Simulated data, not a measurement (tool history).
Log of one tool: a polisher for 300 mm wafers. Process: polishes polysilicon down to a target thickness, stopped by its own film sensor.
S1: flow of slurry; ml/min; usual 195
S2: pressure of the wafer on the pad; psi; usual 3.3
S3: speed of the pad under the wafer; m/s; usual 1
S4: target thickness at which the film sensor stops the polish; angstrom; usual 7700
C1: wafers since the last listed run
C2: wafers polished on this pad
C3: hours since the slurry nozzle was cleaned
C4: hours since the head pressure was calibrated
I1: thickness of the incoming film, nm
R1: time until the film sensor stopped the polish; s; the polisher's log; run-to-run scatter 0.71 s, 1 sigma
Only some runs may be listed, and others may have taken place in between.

| run | hour | S1 | S2 | S3 | S4 | C1 | C2 | C3 | C4 | I1 | R1 |
|---|---|---|---|---|---|---|---|---|---|---|---|
| 1 | 0 | 195 | 3.3 | 1 | 7170 | 0 | 535 | 153.1 | 395.8 | 1236.9 | 64.8 |
| 2 | 13.1 | 195 | 3.3 | 1 | 7170 | 132 | 667 | 166.2 | 408.9 | 1247.1 | 66.6 |
| 3 | 29.7 | 195 | 3.3 | 1.22 | 7700 | 168 | 835 | 182.8 | 425.5 | 1276.3 | 53.6 |
|  | 41 | slurry nozzle cleaned |
| 4 | 41.5 | 195 | 3.3 | 1.22 | 7700 | 109 | 945 | 0.5 | 437.3 | 1255.4 | 48.3 |
|  | 52.3 | worn pad replaced by a new one |
| 5 | 53 | 195 | 3.3 | 1 | 7700 | 75 | 7 | 12 | 448.8 | 1248.9 | 57.7 |
| 6 | 60.6 | 195 | 3.3 | 1 | 7700 | 76 | 84 | 19.6 | 456.4 | 1261.7 | 59.9 |
| 7 | 75.3 | 195 | 3.3 | 1 | 7700 | 148 | 233 | 34.3 | 471.1 | 1254.8 | 57.3 |
| 8 | 89.6 | 195 | 3.3 | 1 | 7700 | 144 | 377 | 48.6 | 485.4 | 1264.1 | 58.5 |
| 9 | 102.5 | 195 | 3.3 | 1.24 | 7700 | 130 | 508 | 61.5 | 498.3 | 1254.3 | 47.3 |
| 10 | 115.6 | 195 | 3.3 | 1 | 7700 | 132 | 641 | 74.6 | 511.4 | 1250 | 57.2 |
| 11 | 133.3 | 195 | 3.3 | 1 | 7700 | 179 | 820 | 92.3 | 529.1 | 1258.4 | 59.3 |
|  | 139.2 | head pressure recalibrated |
| 12 | 151.2 | 195 | 3.3 | 1.18 | 7700 | 160 | 981 | 110.2 | 12 | 1248 | 51.1 |
| 13 | 163.1 | 195 | 3.3 | 1.18 | 7700 | 120 | 1101 | 122.1 | 23.9 | 1238.7 | 49.2 |
|  | 169.1 | worn pad replaced by a new one |
| 14 | 180.6 | 195 | 3.3 | 1 | 7700 | 136 | 116 | 139.6 | 41.4 | 1262.2 | 60.5 |
| 15 | 194.2 | 195 | 3.3 | 1 | 7700 | 137 | 253 | 153.2 | 55 | 1277.9 | 61.9 |
| 16 | 210.2 | 145 | 3.3 | 1 | 7700 | 161 | 415 | 169.2 | 71 | 1269.1 | 68.1 |
| 17 | 217.1 | 165 | 4.3 | 1.16 | 7190 | 69 | 485 | 176.1 | 77.9 | 1256.1 | 48.2 |
| 18 | 227.2 | 195 | 3.3 | 1 | 7700 | 102 | 587 | 186.2 | 88 | 1255.2 | 62.3 |

What does the tool deliver on the next run?
| 19 | 241 | 195 | 3.8 | 1.14 | 6250 | 139 | 727 | 200 | 101.8 | 1261.1 | ? |

For run 19 the tool returned R1 63.4 s.
Take away the tool's hidden state, keep the run-to-run variation as it was, and the same run would have given R1 57.5 s.
